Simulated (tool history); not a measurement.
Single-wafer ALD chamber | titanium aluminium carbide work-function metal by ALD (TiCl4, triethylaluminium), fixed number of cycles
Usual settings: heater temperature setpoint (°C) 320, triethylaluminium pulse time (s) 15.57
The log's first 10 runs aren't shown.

run,hour,heater temperature setpoint (°C),triethylaluminium pulse time (s),wafers since the last listed run,hours since the last thermocouple change,hours since the last triethylaluminium bottle change,hours since the showerhead was replaced,hours since the gauge calibration,"read-back reference wafer on the same gauge, thickness_nm",mean film thickness on the monitor wafer (nm)
11,336.4,320,12.75,162,1232.6,524.8,8126.0,521.6,2.453,2.295
# hour 355.3: triethylaluminium bottle replaced
12,355.8,324,15.57,93,1252.0,0.5,8145.4,541.0,2.453,2.349
# hour 369.4: showerhead replaced
13,383.6,320,15.57,161,1279.8,28.3,14.2,568.8,2.450,2.284
14,419.3,320,15.57,291,1315.5,64.0,49.9,604.5,2.449,2.301
15,433.5,320,15.57,115,1329.7,78.2,64.1,618.7,2.449,2.303
# hour 453.1: thermocouple changed; heater temperature recalibrated
16,465.2,320,15.57,193,12.1,109.9,95.8,650.4,2.449,2.180
17,492.0,320,12.21,218,38.9,136.7,122.6,677.2,2.456,2.167
# hour 515.8: gauge calibrated
18,522.7,320,15.57,250,69.6,167.4,153.3,6.9,2.452,2.196
19,554.0,330,9.84,255,100.9,198.7,184.6,38.2,2.453,2.242
20,576.4,320,15.57,182,123.3,221.1,207.0,60.6,2.447,2.177
21,588.7,308,10.86,100,135.6,233.4,219.3,72.9,2.448,2.019
22,620.2,309,17.78,257,167.1,264.9,250.8,104.4,2.451,2.081
23,652.5,320,15.57,263,199.4,297.2,283.1,136.7,2.449,2.166
# hour 667.6: thermocouple changed; heater temperature recalibrated, repeated, since the last time left the tool worse
24,678.2,334,18.41,144,10.6,322.9,308.8,162.4,2.452,2.411
25,704.7,330,19.86,216,37.1,349.4,335.3,188.9,2.448,2.378
26,721.4,306,10.74,136,53.8,366.1,352.0,205.6,2.452,2.084
27,746.9,320,18.99,208,79.3,391.6,377.5,231.1,2.446,2.262
28,773.2,320,15.57,214,105.6,417.9,403.8,257.4,2.447,2.262
29,796.3,312,11.98,188,128.7,441.0,426.9,280.5,2.449,2.150
30,815.4,327,21.63,155,147.8,460.1,446.0,299.6,2.455,2.338
31,846.7,329,20.59,255,179.1,491.4,477.3,330.9,2.452,2.361
32,871.1,305,9.80,199,203.5,515.8,501.7,355.3,2.451,2.044
33,883.9,320,15.57,104,216.3,528.6,514.5,368.1,2.449,2.267

3 ways to go on from here, each from the tool as it stands after run 33. What would each give?
A,884.3,320,15.57,3,216.7,529.0,514.9,368.5,?,?
B,884.3,309,15.57,3,216.7,529.0,514.9,368.5,?,?
C,884.3,314,19.55,3,216.7,529.0,514.9,368.5,?,?

run,"read-back reference wafer on the same gauge, thickness_nm",mean film thickness on the monitor wafer (nm)
A,2.447,2.245
B,2.447,2.131
C,2.447,2.189
Without the tool's hidden state the same runs would have given:
run,mean film thickness on the monitor wafer (nm)
A,2.249
B,2.135
C,2.194

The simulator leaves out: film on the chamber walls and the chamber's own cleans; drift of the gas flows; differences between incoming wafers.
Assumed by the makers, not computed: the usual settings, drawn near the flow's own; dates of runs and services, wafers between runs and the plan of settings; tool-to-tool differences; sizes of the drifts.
